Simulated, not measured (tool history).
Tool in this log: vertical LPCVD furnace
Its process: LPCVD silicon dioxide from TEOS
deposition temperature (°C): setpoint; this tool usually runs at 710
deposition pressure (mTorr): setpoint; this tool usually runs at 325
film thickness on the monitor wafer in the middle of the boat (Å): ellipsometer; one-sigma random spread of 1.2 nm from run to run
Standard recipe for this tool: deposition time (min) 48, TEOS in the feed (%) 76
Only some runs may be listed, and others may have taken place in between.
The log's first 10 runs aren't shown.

run	hour	deposition temperature (°C)	deposition pressure (mTorr)	deposition time (min)	TEOS in the feed (%)	wafers since the last listed run	hours since the last temperature calibration	hours since the pressure gauge was zeroed	hours since the TEOS flow controller was replaced	hours since the gauge calibration	read-back reference wafer on the same gauge, thickness	film thickness on the monitor wafer in the middle of the boat (Å)
# hour 134.2: thermocouples replaced and temperature profile calibrated
11	134.7	710	380	48	76	149	0.5	3685	2301.7	187.2	506.79	5589.3
12	139	710	325	48	76	51	4.8	3689.3	2306	191.5	506.99	5156.5
13	143.2	710	325	48	76	49	9	3693.5	2310.2	195.7	507.11	5165.2
14	156	710	325	48	76	151	21.8	3706.3	2323	208.5	507.25	5159.6
15	169.5	710	325	48	76	160	35.3	3719.8	2336.5	222	507.54	5178
16	177.6	710	325	59	76	96	43.4	3727.9	2344.6	230.1	507.15	6374
17	188.2	710	380	48	76	125	54	3738.5	2355.2	240.7	507.45	5601.1
# hour 220: pressure gauge zeroed
# hour 228.7: TEOS flow controller replaced
18	229.2	710	325	48	76	98	95	9.2	0.5	281.7	507.09	5163.3
19	233.5	704	325	48	76	51	99.3	13.5	4.8	286	507.02	4502.7
20	237.8	710	325	35.5	76	51	103.6	17.8	9.1	290.3	506.55	3824.3
21	242	710	265	36	65	49	107.8	22	13.3	294.5	507.42	3242.6
22	255.5	704	325	42.5	76	160	121.3	35.5	26.8	308	507.08	4001.4
# hour 256.4: gauge calibrated
23	269.8	715	265	48	76	169	135.6	49.8	41.1	13.4	506.48	5228.4
24	286.4	710	325	48	76	196	152.2	66.4	57.7	30	506.81	5191.1
25	298.5	710	255	31.5	67	143	164.3	78.5	69.8	42.1	507.14	2843.3
26	310.2	720	325	48	76	138	176	90.2	81.5	53.8	507.14	6513.2
27	323.5	698	280	57	76	157	189.3	103.5	94.8	67.1	507.03	4365.8
28	339.1	710	325	48	76	185	204.9	119.1	110.4	82.7	506.94	5182.4
29	346.3	706	325	43	80	85	212.1	126.3	117.6	89.9	507.04	4366.2
30	356.8	721	395	48	76	124	222.6	136.8	128.1	100.4	507.06	7338.2

Forecast each of these 5 alternatives for the next run:
A	361.2	710	325	32	76	52	227	141.2	132.5	104.8	?	?
B	361.2	710	325	65.5	81	52	227	141.2	132.5	104.8	?	?
C	361.2	715	245	48	76	52	227	141.2	132.5	104.8	?	?
D	361.2	710	325	57	76	52	227	141.2	132.5	104.8	?	?
E	361.2	705	405	67	86	52	227	141.2	132.5	104.8	?	?

run	read-back reference wafer on the same gauge, thickness	film thickness on the monitor wafer in the middle of the boat (Å)
A	507.3	3464.3
B	507.3	7320.6
C	507.3	5052.7
D	507.3	6170.8
E	507.3	7682.3
Without the tool's unlogged condition, the same runs would have read:
run	film thickness on the monitor wafer in the middle of the boat (Å)
A	3427.2
B	7242.2
C	4999.1
D	6104.8
E	7599.2
